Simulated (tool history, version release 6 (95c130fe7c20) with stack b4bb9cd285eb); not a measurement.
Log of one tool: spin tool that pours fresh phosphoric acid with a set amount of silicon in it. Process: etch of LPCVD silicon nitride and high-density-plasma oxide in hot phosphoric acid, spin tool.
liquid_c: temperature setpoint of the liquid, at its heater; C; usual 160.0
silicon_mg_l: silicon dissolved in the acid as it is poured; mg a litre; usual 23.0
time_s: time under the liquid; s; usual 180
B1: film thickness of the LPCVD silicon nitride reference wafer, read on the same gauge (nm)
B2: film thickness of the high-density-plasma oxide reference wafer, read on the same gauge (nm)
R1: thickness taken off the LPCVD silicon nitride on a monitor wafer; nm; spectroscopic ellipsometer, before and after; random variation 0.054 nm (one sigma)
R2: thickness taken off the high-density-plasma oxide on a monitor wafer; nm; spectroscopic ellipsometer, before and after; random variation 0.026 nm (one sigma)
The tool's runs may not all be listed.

Run 1, hour 0.0: usual settings but liquid_c 159.5 C; B1 39.99; B2 40.011. Result: R1 16.35 nm, R2 0.297 nm.
Run 2, hour 168.1: usual settings but liquid_c 159.5 C; B1 40.00; B2 39.977. Result: R1 16.38 nm, R2 0.333 nm.
Run 3, hour 203.8: usual settings but liquid_c 159.5 C; B1 39.98; B2 39.976. Result: R1 16.37 nm, R2 0.285 nm.
Run 4, hour 245.5: usual settings; B1 40.02; B2 39.995. Result: R1 16.60 nm, R2 0.318 nm.
Run 5, hour 273.0: usual settings; B1 39.99; B2 40.001. Result: R1 16.61 nm, R2 0.328 nm.
At hour 439.4: heated supply line repaired.
At hour 465.3: gauge calibrated.
Run 6, hour 475.5: usual settings; B1 40.02; B2 39.983. Result: R1 17.39 nm, R2 0.310 nm.
At hour 484.8: dissolved silicon flow meter replaced.
Run 7, hour 546.1: usual settings; B1 40.01; B2 40.013. Result: R1 17.47 nm, R2 0.374 nm.
Run 8, hour 589.2: usual settings but liquid_c 162.0 C, time_s 100 s; B1 40.01; B2 39.986. Result: R1 10.40 nm, R2 0.226 nm.
Run 9, hour 637.0: usual settings but liquid_c 162.0 C, time_s 100 s; B1 40.03; B2 39.987. Result: R1 10.35 nm, R2 0.216 nm.
Run 10, hour 661.1: usual settings but time_s 245 s; B1 40.01; B2 39.992. Result: R1 23.78 nm, R2 0.470 nm.
Run 11, hour 722.3: usual settings but liquid_c 162.5 C, silicon_mg_l 7.5 mg a litre; B1 39.96; B2 39.983. Result: R1 18.98 nm, R2 0.637 nm.
Run 12, hour 764.3: usual settings; B1 40.01; B2 39.975. Result: R1 17.51 nm, R2 0.355 nm.
At hour 797.3: thermometer replaced.
Run 13, hour 802.3: usual settings but liquid_c 161.0 C, silicon_mg_l 7.0 mg a litre, time_s 105 s; B1 40.02; B2 40.011. Result: R1 9.88 nm, R2 0.299 nm.
Run 14, hour 849.2: usual settings but liquid_c 157.5 C, silicon_mg_l 16.5 mg a litre, time_s 255 s; B1 40.00; B2 40.017. Result: R1 21.28 nm, R2 0.453 nm.
Run 15, hour 908.0: usual settings; B1 40.00; B2 40.019. Result: R1 16.35 nm, R2 0.289 nm.
Run 16, hour 949.3: usual settings but liquid_c 158.5 C, silicon_mg_l 5.0 mg a litre, time_s 80 s; B1 40.05; B2 40.017. Result: R1 6.88 nm, R2 0.214 nm.
Run 17, hour 1006.6: usual settings but liquid_c 163.0 C, silicon_mg_l 39.0 mg a litre, time_s 290 s; B1 39.95; B2 39.991. Result: R1 29.17 nm, R2 0.302 nm.
Run 18, hour 1060.3: usual settings but liquid_c 162.0 C, time_s 105 s; B1 39.98; B2 39.990. Result: R1 10.18 nm, R2 0.168 nm.
Run 19, hour 1120.1: usual settings; B1 40.02; B2 39.992. Result: R1 16.41 nm, R2 0.288 nm.

4 ways to go on from here, each from the tool as it stands after run 19. What would each give?
Run A, hour 1120.6: usual settings but silicon_mg_l 11.0 mg a litre; B1 ?; B2 ?. Result: R1 ?, R2 ?.
Run B, hour 1120.6: usual settings but silicon_mg_l 14.5 mg a litre; B1 ?; B2 ?. Result: R1 ?, R2 ?.
Run C, hour 1120.6: usual settings but liquid_c 163.0 C, silicon_mg_l 13.5 mg a litre, time_s 145 s; B1 ?; B2 ?. Result: R1 ?, R2 ?.
Run D, hour 1120.6: usual settings but liquid_c 158.0 C, silicon_mg_l 5.0 mg a litre, time_s 240 s; B1 ?; B2 ?. Result: R1 ?, R2 ?.

run     B1      B2     R1     R2
  A  40.03  40.000  16.41  0.361
  B  40.03  40.000  16.41  0.333
  C  40.03  40.000  14.61  0.342
  D  40.03  40.000  20.45  0.472
Without the tool's hidden state the same runs would have given:
run     R1     R2
  A  16.61  0.371
  B  16.61  0.342
  C  14.79  0.352
  D  20.70  0.485

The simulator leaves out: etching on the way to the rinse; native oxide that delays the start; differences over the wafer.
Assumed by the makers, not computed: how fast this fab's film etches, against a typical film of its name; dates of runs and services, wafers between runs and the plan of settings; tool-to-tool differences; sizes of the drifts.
